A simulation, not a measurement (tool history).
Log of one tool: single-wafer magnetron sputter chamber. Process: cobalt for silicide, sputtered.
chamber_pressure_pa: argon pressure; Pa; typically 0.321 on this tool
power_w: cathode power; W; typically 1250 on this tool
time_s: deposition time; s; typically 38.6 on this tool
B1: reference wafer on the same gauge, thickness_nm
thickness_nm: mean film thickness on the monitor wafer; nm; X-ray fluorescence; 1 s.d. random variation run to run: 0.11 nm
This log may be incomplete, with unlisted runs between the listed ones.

Run 1, hour 0.0: usual settings; B1 19.179. Result: thickness_nm 23.592 nm.
Run 2, hour 9.6: usual settings; B1 19.214. Result: thickness_nm 23.492 nm.
Run 3, hour 20.4: usual settings; B1 19.235. Result: thickness_nm 23.538 nm.
Run 4, hour 29.6: usual settings; B1 19.169. Result: thickness_nm 23.425 nm.
Run 5, hour 46.8: usual settings; B1 19.153. Result: thickness_nm 23.437 nm.
Run 6, hour 58.6: usual settings; B1 19.177. Result: thickness_nm 23.239 nm.
Run 7, hour 72.9: usual settings; B1 19.197. Result: thickness_nm 22.939 nm.
At hour 86.9: magnet pack replaced, of another model than before.
Run 8, hour 87.4: usual settings; B1 19.207. Result: thickness_nm 22.760 nm.
Run 9, hour 95.1: usual settings; B1 19.240. Result: thickness_nm 22.773 nm.
At hour 107.0: capacitance manometer re-zeroed and calibrated.
Run 10, hour 107.5: usual settings but chamber_pressure_pa 0.275 Pa, power_w 1500 W; B1 19.178. Result: thickness_nm 26.429 nm.

Predict the results of run 11:
Run 11, hour 112.9: usual settings; B1 ?. Result: thickness_nm ?.

Run 11 came out at B1 19.212, thickness_nm 22.583 nm.
On a tool with no hidden condition, and with the same random variation, this run would have come out at thickness_nm 23.963 nm.
